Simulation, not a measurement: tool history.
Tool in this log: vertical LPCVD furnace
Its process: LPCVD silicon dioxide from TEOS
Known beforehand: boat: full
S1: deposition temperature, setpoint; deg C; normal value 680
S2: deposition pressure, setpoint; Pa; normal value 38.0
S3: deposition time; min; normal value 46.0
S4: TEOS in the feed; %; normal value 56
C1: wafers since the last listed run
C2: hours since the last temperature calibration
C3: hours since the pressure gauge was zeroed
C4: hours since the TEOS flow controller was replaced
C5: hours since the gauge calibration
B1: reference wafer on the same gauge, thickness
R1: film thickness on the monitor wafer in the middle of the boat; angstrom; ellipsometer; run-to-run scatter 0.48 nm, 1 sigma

Run 1, hour 0.0: usual settings but S1 683 deg C; C1 0; C2 2245.0; C3 1752.6; C4 5931.8; C5 2387.1; B1 222.27. Result: R1 2136.7 angstrom.
Run 2, hour 79.7: usual settings; C1 957; C2 2324.7; C3 1832.3; C4 6011.5; C5 2466.8; B1 221.73. Result: R1 2005.2 angstrom.
Run 3, hour 181.2: usual settings; C1 1219; C2 2426.2; C3 1933.8; C4 6113.0; C5 2568.3; B1 222.04. Result: R1 1990.1 angstrom.
Run 4, hour 249.5: usual settings; C1 820; C2 2494.5; C3 2002.1; C4 6181.3; C5 2636.6; B1 221.90. Result: R1 1989.6 angstrom.
Run 5, hour 295.0: usual settings; C1 546; C2 2540.0; C3 2047.6; C4 6226.8; C5 2682.1; B1 221.98. Result: R1 1991.8 angstrom.
Run 6, hour 364.2: usual settings; C1 831; C2 2609.2; C3 2116.8; C4 6296.0; C5 2751.3; B1 221.98. Result: R1 1997.6 angstrom.
Run 7, hour 430.4: usual settings; C1 795; C2 2675.4; C3 2183.0; C4 6362.2; C5 2817.5; B1 221.93. Result: R1 1998.3 angstrom.
Run 8, hour 504.6: usual settings; C1 891; C2 2749.6; C3 2257.2; C4 6436.4; C5 2891.7; B1 222.39. Result: R1 2003.4 angstrom.
At hour 586.2: thermocouples replaced and temperature profile calibrated.
Run 9, hour 586.7: usual settings but S2 32.0 Pa; C1 697; C2 0.5; C3 2339.3; C4 6518.5; C5 2973.8; B1 222.14. Result: R1 1788.5 angstrom.
Run 10, hour 634.1: usual settings; C1 569; C2 47.9; C3 2386.7; C4 6565.9; C5 3021.2; B1 221.97. Result: R1 1944.0 angstrom.
Run 11, hour 704.7: usual settings but S4 61 %; C1 848; C2 118.5; C3 2457.3; C4 6636.5; C5 3091.8; B1 221.71. Result: R1 2039.0 angstrom.
At hour 817.0: gauge calibrated.
At hour 827.7: TEOS flow controller replaced.
Run 12, hour 993.4: usual settings but S4 61 %; C1 3180; C2 407.2; C3 2746.0; C4 165.7; C5 176.4; B1 221.96. Result: R1 2045.9 angstrom.
Run 13, hour 1057.7: usual settings but S1 688 deg C, S2 31.3 Pa; C1 772; C2 471.5; C3 2810.3; C4 230.0; C5 240.7; B1 222.01. Result: R1 2158.4 angstrom.
Run 14, hour 1127.1: usual settings but S1 677 deg C, S3 40.5 min; C1 833; C2 540.9; C3 2879.7; C4 299.4; C5 310.1; B1 221.86. Result: R1 1604.2 angstrom.
Run 15, hour 1196.7: usual settings; C1 836; C2 610.5; C3 2949.3; C4 369.0; C5 379.7; B1 221.94. Result: R1 1958.4 angstrom.
Run 16, hour 1269.1: usual settings but S3 57.0 min; C1 869; C2 682.9; C3 3021.7; C4 441.4; C5 452.1; B1 222.08. Result: R1 2426.3 angstrom.
Run 17, hour 1328.8: usual settings; C1 717; C2 742.6; C3 3081.4; C4 501.1; C5 511.8; B1 221.88. Result: R1 1965.1 angstrom.
Run 18, hour 1398.6: usual settings; C1 838; C2 812.4; C3 3151.2; C4 570.9; C5 581.6; B1 222.37. Result: R1 1960.9 angstrom.
At hour 1465.0: pressure gauge zeroed.
Run 19, hour 1473.6: usual settings but S1 689 deg C, S3 39.5 min, S4 47 %; C1 612; C2 887.4; C3 8.6; C4 645.9; C5 656.6; B1 221.98. Result: R1 1921.8 angstrom.
Run 20, hour 1561.4: usual settings but S1 675 deg C, S3 34.0 min; C1 1054; C2 975.2; C3 96.4; C4 733.7; C5 744.4; B1 222.03. Result: R1 1290.6 angstrom.
Run 21, hour 1661.2: usual settings but S3 54.0 min, S4 45 %; C1 1198; C2 1075.0; C3 196.2; C4 833.5; C5 844.2; B1 221.81. Result: R1 2068.6 angstrom.
Run 22, hour 1763.4: usual settings but S2 32.0 Pa, S3 55.5 min; C1 1227; C2 1177.2; C3 298.4; C4 935.7; C5 946.4; B1 221.94. Result: R1 2181.0 angstrom.
Run 23, hour 1865.6: usual settings but S2 34.0 Pa, S4 46 %; C1 1227; C2 1279.4; C3 400.6; C4 1037.9; C5 1048.6; B1 221.97. Result: R1 1688.2 angstrom.
Run 24, hour 1956.0: usual settings; C1 1086; C2 1369.8; C3 491.0; C4 1128.3; C5 1139.0; B1 222.27. Result: R1 1970.9 angstrom.
Run 25, hour 2111.7: usual settings but S1 685 deg C, S3 58.5 min, S4 50 %; C1 1870; C2 1525.5; C3 646.7; C4 1284.0; C5 1294.7; B1 221.92. Result: R1 2690.9 angstrom.
Run 26, hour 2200.1: usual settings; C1 1062; C2 1613.9; C3 735.1; C4 1372.4; C5 1383.1; B1 222.07. Result: R1 1981.8 angstrom.
Run 27, hour 2245.5: usual settings; C1 545; C2 1659.3; C3 780.5; C4 1417.8; C5 1428.5; B1 221.88. Result: R1 1984.7 angstrom.
Run 28, hour 2329.5: usual settings but S1 684 deg C, S2 31.3 Pa, S3 34.5 min, S4 52 %; C1 1009; C2 1743.3; C3 864.5; C4 1501.8; C5 1512.5; B1 222.02. Result: R1 1422.7 angstrom.
Run 29, hour 2407.2: usual settings; C1 933; C2 1821.0; C3 942.2; C4 1579.5; C5 1590.2; B1 221.79. Result: R1 1979.9 angstrom.
Run 30, hour 2467.4: usual settings but S1 673 deg C, S2 34.7 Pa, S3 51.5 min, S4 47 %; C1 723; C2 1881.2; C3 1002.4; C4 1639.7; C5 1650.4; B1 222.11. Result: R1 1636.5 angstrom.
Run 31, hour 2525.9: usual settings but S3 57.0 min; C1 702; C2 1939.7; C3 1060.9; C4 1698.2; C5 1708.9; B1 221.97. Result: R1 2448.6 angstrom.
Run 32, hour 2598.1: usual settings but S1 685 deg C; C1 867; C2 2011.9; C3 1133.1; C4 1770.4; C5 1781.1; B1 222.27. Result: R1 2239.5 angstrom.

Subtracting, for every run, the result it would have given without the tool's unlogged condition from the measured result gives the following. The same run-to-run variation enters both numbers; the gauge's scatter may not:
Hidden state present: true tube temperature minus thermocouple reading, K; true pressure minus gauge reading, mTorr; deviation of the TEOS flow from its setpoint, %; gauge reads high (%).
run     R1
  1  +46.4
  2  +45.1
  3  +46.5
  4  +47.6
  5  +48.4
  6  +49.8
  7  +50.8
  8  +52.2
  9   +3.4
 10   +4.4
 11   +5.9
 12  +10.8
 13  +12.4
 14  +10.5
 15  +13.8
 16  +18.6
 17  +16.0
 18  +17.2
 19  +17.7
 20  +13.2
 21  +22.6
 22  +25.8
 23  +21.4
 24  +26.5
 25  +39.2
 26  +30.7
 27  +31.5
 28  +23.4
 29  +34.2
 30  +29.5
 31  +44.6
 32  +41.7
